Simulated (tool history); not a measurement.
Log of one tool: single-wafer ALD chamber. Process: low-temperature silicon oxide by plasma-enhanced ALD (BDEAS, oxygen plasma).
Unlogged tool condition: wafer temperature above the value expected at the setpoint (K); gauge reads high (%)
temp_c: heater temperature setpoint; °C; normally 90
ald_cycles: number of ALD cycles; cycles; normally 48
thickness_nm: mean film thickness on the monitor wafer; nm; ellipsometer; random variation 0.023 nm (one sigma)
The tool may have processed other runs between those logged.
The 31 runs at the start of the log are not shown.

run,hour,temp_c,ald_cycles,wafers since the last listed run,hours since the last thermocouple change,hours since the gauge calibration,"read-back reference wafer on the same gauge, thickness_nm",thickness_nm
32,878.5,96,57,89,542,522.8,6.526,8.72
33,891.6,100,42,94,555.1,535.9,6.525,6.342
34,916.4,90,48,178,579.9,560.7,6.521,7.498
35,933.1,97,48,120,596.6,577.4,6.521,7.343
36,960.6,97,45,197,624.1,604.9,6.518,6.851
37,986.2,90,48,184,649.7,630.5,6.516,7.545
38,998.9,90,48,91,662.4,643.2,6.519,7.486
39,1017,96,52,130,680.5,661.3,6.513,7.948
40,1029.4,82,54,89,692.9,673.7,6.513,8.684
41,1061,103,53,227,724.5,705.3,6.506,7.905
42,1080.5,82,45,140,744,724.8,6.503,7.238
43,1102.5,90,43,158,766,746.8,6.507,6.764
44,1115,98,54,89,778.5,759.3,6.505,8.178
45,1128.8,80,52,99,792.3,773.1,6.505,8.463
46,1160.2,90,48,225,823.7,804.5,6.5,7.487

Branching from run 46: 5 alternative next runs. What would each branch give?
A,1160.7,82,48,3,824.2,805,?,?
B,1160.7,90,40,3,824.2,805,?,?
C,1160.7,105,40,3,824.2,805,?,?
D,1160.7,81,53,3,824.2,805,?,?
E,1160.7,82,53,3,824.2,805,?,?

run,"read-back reference wafer on the same gauge, thickness_nm",thickness_nm
A,6.502,7.736
B,6.502,6.248
C,6.502,5.953
D,6.502,8.575
E,6.502,8.542
With no hidden state in the tool, these same runs would have given:
run,thickness_nm
A,7.845
B,6.336
C,6.037
D,8.695
E,8.662
